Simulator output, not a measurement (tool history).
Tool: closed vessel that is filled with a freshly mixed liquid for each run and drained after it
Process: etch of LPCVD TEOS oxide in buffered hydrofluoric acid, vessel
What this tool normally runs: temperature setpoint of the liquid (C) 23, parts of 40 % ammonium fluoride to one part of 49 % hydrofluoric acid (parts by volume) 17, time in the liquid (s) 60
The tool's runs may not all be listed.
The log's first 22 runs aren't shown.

run     day  temperature setpoint of the liquid (C)  parts of 40 % ammonium fluoride to one part of 49 % hydrofluoric acid (parts by volume)  time in the liquid (s)  read-back film thickness of the LPCVD TEOS oxide reference wafer, read on the same gauge (nm)  thickness taken off the LPCVD TEOS oxide on a monitor wafer (nm)
 23  10.817                                      23                                                                                       17                      45                                                                                          79.99                                                             73.16
 24  11.329                                      23                                                                                     10.5                      60                                                                                          79.98                                                            156.38
 25  11.821                                      18                                                                                       21                      80                                                                                          80.01                                                             80.53
     13.288  -- gauge calibrated
 26  13.467                                      20                                                                                     11.5                      50                                                                                          80.01                                                            101.15
 27  14.075                                    27.5                                                                                       17                      60                                                                                          79.99                                                             123.5
 28  14.579                                    19.5                                                                                     14.5                      95                                                                                             80                                                               149
 29  14.917                                      23                                                                                       14                      75                                                                                          80.04                                                            149.67
 30  15.471                                      25                                                                                       14                      30                                                                                          80.03                                                             65.69
 31  16.096                                      23                                                                                       20                      40                                                                                          80.02                                                             55.96
 32  16.583                                      23                                                                                       17                      60                                                                                          79.99                                                             97.89
 33   17.15                                      23                                                                                       17                      60                                                                                          79.99                                                             97.16
 34  17.871                                      27                                                                                     19.5                      35                                                                                          80.05                                                             62.61

What if the next run were any one of these 3? Each begins from the tool's condition after run 34:
  A  17.9                                      23                                                                                       17                      60                                                                                              ?                                                                 ?
  B  17.9                                      21                                                                                       21                      60                                                                                              ?                                                                 ?
  C  17.9                                    20.5                                                                                       17                      35                                                                                              ?                                                                 ?

run  read-back film thickness of the LPCVD TEOS oxide reference wafer, read on the same gauge (nm)  thickness taken off the LPCVD TEOS oxide on a monitor wafer (nm)
  A                                                                                             80                                                             98.55
  B                                                                                             80                                                             72.72
  C                                                                                             80                                                             50.09
With the hidden condition removed and each run's random variation left untouched, the same runs would have given:
run  thickness taken off the LPCVD TEOS oxide on a monitor wafer (nm)
  A                                                             93.14
  B                                                             68.67
  C                                                              47.3
